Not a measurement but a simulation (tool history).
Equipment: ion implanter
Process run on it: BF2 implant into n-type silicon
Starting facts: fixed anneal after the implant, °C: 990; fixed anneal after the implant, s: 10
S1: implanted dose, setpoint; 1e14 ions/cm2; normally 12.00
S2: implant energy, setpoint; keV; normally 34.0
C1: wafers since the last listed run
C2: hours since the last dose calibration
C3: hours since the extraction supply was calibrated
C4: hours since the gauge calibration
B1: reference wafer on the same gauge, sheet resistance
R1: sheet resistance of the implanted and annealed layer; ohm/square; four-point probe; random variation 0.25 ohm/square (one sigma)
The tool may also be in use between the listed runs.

{"run": 1, "hour": 0.0, "S1": 12.0, "S2": 34.0, "C1": 0, "C2": 2090.6, "C3": 3785.0, "C4": 345.3, "B1": 153.29, "R1": 168.03}
{"run": 2, "hour": 35.2, "S1": 12.0, "S2": 31.5, "C1": 700, "C2": 2125.8, "C3": 3820.2, "C4": 380.5, "B1": 153.32, "R1": 174.77}
{"run": 3, "hour": 68.1, "S1": 12.0, "S2": 31.5, "C1": 654, "C2": 2158.7, "C3": 3853.1, "C4": 413.4, "B1": 153.4, "R1": 174.43}
{"run": 4, "hour": 95.3, "S1": 12.0, "S2": 34.0, "C1": 541, "C2": 2185.9, "C3": 3880.3, "C4": 440.6, "B1": 153.41, "R1": 167.97}
{"run": 5, "hour": 124.2, "S1": 12.0, "S2": 26.0, "C1": 574, "C2": 2214.8, "C3": 3909.2, "C4": 469.5, "B1": 153.46, "R1": 194.17}
{"hour": 165.3, "done": "extraction supply calibrated"}
{"run": 6, "hour": 165.8, "S1": 9.67, "S2": 34.0, "C1": 668, "C2": 2256.4, "C3": 0.5, "C4": 511.1, "B1": 153.52, "R1": 177.28}
{"run": 7, "hour": 173.5, "S1": 9.67, "S2": 34.0, "C1": 153, "C2": 2264.1, "C3": 8.2, "C4": 518.8, "B1": 153.57, "R1": 177.74}
{"hour": 184.7, "done": "gauge calibrated"}
{"run": 8, "hour": 199.7, "S1": 9.67, "S2": 34.0, "C1": 521, "C2": 2290.3, "C3": 34.4, "C4": 15.0, "B1": 151.3, "R1": 175.06}
{"hour": 215.6, "done": "Faraday cup replaced and dose calibrated"}
{"run": 9, "hour": 217.6, "S1": 12.0, "S2": 34.0, "C1": 196, "C2": 2.0, "C3": 52.3, "C4": 32.9, "B1": 151.53, "R1": 165.23}
{"run": 10, "hour": 231.8, "S1": 14.29, "S2": 34.0, "C1": 282, "C2": 16.2, "C3": 66.5, "C4": 47.1, "B1": 151.72, "R1": 160.25}
{"run": 11, "hour": 244.9, "S1": 10.28, "S2": 22.5, "C1": 260, "C2": 29.3, "C3": 79.6, "C4": 60.2, "B1": 151.85, "R1": 214.06}
{"run": 12, "hour": 264.7, "S1": 14.57, "S2": 34.0, "C1": 393, "C2": 49.1, "C3": 99.4, "C4": 80.0, "B1": 152.11, "R1": 159.85}
{"run": 13, "hour": 295.0, "S1": 10.83, "S2": 45.0, "C1": 602, "C2": 79.4, "C3": 129.7, "C4": 110.3, "B1": 152.25, "R1": 149.44}
{"run": 14, "hour": 322.1, "S1": 8.41, "S2": 34.0, "C1": 539, "C2": 106.5, "C3": 156.8, "C4": 137.4, "B1": 152.45, "R1": 185.15}
{"run": 15, "hour": 349.0, "S1": 12.0, "S2": 34.0, "C1": 535, "C2": 133.4, "C3": 183.7, "C4": 164.3, "B1": 152.63, "R1": 167.42}
{"run": 16, "hour": 378.2, "S1": 10.66, "S2": 27.5, "C1": 580, "C2": 162.6, "C3": 212.9, "C4": 193.5, "B1": 152.78, "R1": 192.49}
{"run": 17, "hour": 391.2, "S1": 12.0, "S2": 34.0, "C1": 258, "C2": 175.6, "C3": 225.9, "C4": 206.5, "B1": 152.75, "R1": 167.82}
{"run": 18, "hour": 406.3, "S1": 15.09, "S2": 29.0, "C1": 300, "C2": 190.7, "C3": 241.0, "C4": 221.6, "B1": 152.94, "R1": 176.33}
{"run": 19, "hour": 422.0, "S1": 15.43, "S2": 34.0, "C1": 312, "C2": 206.4, "C3": 256.7, "C4": 237.3, "B1": 153.07, "R1": 159.96}

Branching from run 19: 5 alternative next runs. What would each branch give?
{"run": "A", "hour": 422.4, "S1": 14.06, "S2": 34.0, "C1": 7, "C2": 206.8, "C3": 257.1, "C4": 237.7, "B1": "?", "R1": "?"}
{"run": "B", "hour": 422.4, "S1": 13.83, "S2": 40.0, "C1": 7, "C2": 206.8, "C3": 257.1, "C4": 237.7, "B1": "?", "R1": "?"}
{"run": "C", "hour": 422.4, "S1": 13.48, "S2": 24.0, "C1": 7, "C2": 206.8, "C3": 257.1, "C4": 237.7, "B1": "?", "R1": "?"}
{"run": "D", "hour": 422.4, "S1": 12.0, "S2": 40.5, "C1": 7, "C2": 206.8, "C3": 257.1, "C4": 237.7, "B1": "?", "R1": "?"}
{"run": "E", "hour": 422.4, "S1": 15.5, "S2": 45.0, "C1": 7, "C2": 206.8, "C3": 257.1, "C4": 237.7, "B1": "?", "R1": "?"}

run=A B1=152.91 R1=162.47
run=B B1=152.91 R1=148.80
run=C B1=152.91 R1=199.33
run=D B1=152.91 R1=152.90
run=E B1=152.91 R1=136.18
The same runs, with their run-to-run variation unchanged, on a tool lacking any hidden condition would have given:
run=A R1=160.39
run=B R1=146.90
run=C R1=196.78
run=D R1=150.94
run=E R1=134.43
